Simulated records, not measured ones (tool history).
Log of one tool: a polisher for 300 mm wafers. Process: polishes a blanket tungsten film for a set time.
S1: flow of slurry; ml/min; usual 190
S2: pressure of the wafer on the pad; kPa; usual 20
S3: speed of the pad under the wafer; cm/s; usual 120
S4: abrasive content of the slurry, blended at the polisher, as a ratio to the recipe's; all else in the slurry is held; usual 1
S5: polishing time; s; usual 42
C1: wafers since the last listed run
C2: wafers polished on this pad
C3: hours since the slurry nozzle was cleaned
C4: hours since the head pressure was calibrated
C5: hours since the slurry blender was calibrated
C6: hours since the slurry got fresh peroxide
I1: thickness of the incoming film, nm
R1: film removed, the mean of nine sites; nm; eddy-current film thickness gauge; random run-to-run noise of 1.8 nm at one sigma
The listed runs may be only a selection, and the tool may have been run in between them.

Run 1, day 0: usual settings; C1 0; C2 367; C3 647.9; C4 401; C5 466.6; C6 109.1; I1 609.9. Result: R1 185.4 nm.
At day 0.233: slurry nozzle cleaned.
Run 2, day 2.004: usual settings but S2 22.1 kPa; C1 728; C2 1096; C3 42.5; C4 449.1; C5 514.7; C6 157.2; I1 604.6. Result: R1 204 nm.
Run 3, day 3.558: usual settings but S2 22.1 kPa; C1 577; C2 1673; C3 79.8; C4 486.4; C5 552; C6 194.5; I1 603.8. Result: R1 202.4 nm.
At day 5.208: slurry blender recalibrated.
Run 4, day 5.517: usual settings but S2 22.1 kPa; C1 696; C2 2369; C3 126.8; C4 533.4; C5 7.4; C6 241.5; I1 600.1. Result: R1 204.9 nm.
Run 5, day 8.85: usual settings but S1 250 ml/min, S4 1.1, S5 52 s; C1 1237; C2 3607; C3 206.8; C4 613.4; C5 87.4; C6 321.5; I1 594.3. Result: R1 240.9 nm.
At day 10.833: head pressure recalibrated.
Run 6, day 11.658: usual settings but S5 53 s; C1 1011; C2 4619; C3 274.2; C4 19.8; C5 154.8; C6 388.9; I1 597.2. Result: R1 228 nm.
Run 7, day 14.658: usual settings; C1 1113; C2 5732; C3 346.2; C4 91.8; C5 226.8; C6 460.9; I1 608.7. Result: R1 181 nm.
Run 8, day 18.633: usual settings but S1 130 ml/min, S3 138 cm/s, S5 56 s; C1 1475; C2 7208; C3 441.6; C4 187.2; C5 322.2; C6 556.3; I1 599.9. Result: R1 256 nm.
Run 9, day 21.933: usual settings but S1 125 ml/min, S3 144 cm/s; C1 1225; C2 8434; C3 520.8; C4 266.4; C5 401.4; C6 635.5; I1 598.2. Result: R1 192.6 nm.
At day 23.038: slurry tank refilled with fresh slurry and peroxide.
At day 23.688: worn pad replaced by a new one.
Run 10, day 24.308: usual settings but S1 145 ml/min, S2 24.8 kPa, S4 0.9; C1 804; C2 229; C3 577.8; C4 323.4; C5 458.4; C6 30.5; I1 603. Result: R1 207.7 nm.
Run 11, day 26.658: usual settings; C1 872; C2 1102; C3 634.2; C4 379.8; C5 514.8; C6 86.9; I1 602.3. Result: R1 183.4 nm.
Run 12, day 28.562: usual settings but S4 1.25; C1 707; C2 1809; C3 679.9; C4 425.5; C5 560.5; C6 132.6; I1 602.5. Result: R1 193.8 nm.
At day 29.796: slurry nozzle cleaned.
Run 13, day 31.35: usual settings but S3 162 cm/s, S4 1.25, S5 30 s; C1 1019; C2 2828; C3 37.3; C4 492.4; C5 627.4; C6 199.5; I1 594.1. Result: R1 189.5 nm.
At day 32.638: slurry blender recalibrated.
Run 14, day 32.958: usual settings but S1 145 ml/min, S3 154 cm/s, S4 0.8, S5 31 s; C1 566; C2 3395; C3 75.9; C4 531; C5 7.7; C6 238.1; I1 599.4. Result: R1 152.5 nm.
At day 37.221: head pressure recalibrated.
Run 15, day 37.242: usual settings but S3 134 cm/s, S5 37 s; C1 1559; C2 4954; C3 178.7; C4 0.5; C5 110.5; C6 340.9; I1 594.9. Result: R1 174.7 nm.
Run 16, day 39.796: usual settings but S3 106 cm/s; C1 948; C2 5902; C3 240; C4 61.8; C5 171.8; C6 402.2; I1 606.5. Result: R1 153.5 nm.
Run 17, day 42.183: usual settings but S2 23.4 kPa; C1 886; C2 6789; C3 297.3; C4 119.1; C5 229.1; C6 459.5; I1 596.6. Result: R1 204.7 nm.
Run 18, day 44.796: usual settings but S1 165 ml/min, S2 17.9 kPa; C1 970; C2 7759; C3 360; C4 181.8; C5 291.8; C6 522.2; I1 600.4. Result: R1 153.8 nm.
At day 45.521: slurry tank refilled with fresh slurry and peroxide.
At day 47.867: worn pad replaced by a new one.
Run 19, day 49.1: usual settings but S2 25.5 kPa, S3 150 cm/s; C1 1520; C2 457; C3 463.3; C4 285.1; C5 395.1; C6 85.9; I1 599.3. Result: R1 294.5 nm.
Run 20, day 52.562: usual settings but S1 155 ml/min, S3 160 cm/s; C1 1285; C2 1743; C3 546.4; C4 368.2; C5 478.2; C6 169; I1 589.8. Result: R1 234.4 nm.
At day 55.4: slurry blender recalibrated.
Run 21, day 56.862: usual settings but S1 165 ml/min, S2 17.2 kPa, S3 140 cm/s, S5 55 s; C1 1565; C2 3308; C3 649.6; C4 471.4; C5 35.1; C6 272.2; I1 589.3. Result: R1 231.9 nm.

Forecast run 22:
Run 22, day 61.138: usual settings but S3 106 cm/s; C1 1587; C2 4896; C3 752.2; C4 574; C5 137.7; C6 374.8; I1 590.9. Result: R1 ?.

{"run 22": {"R1": 158.7}}
Had the tool carried no hidden state, the very same run would have given R1 162.3 nm.
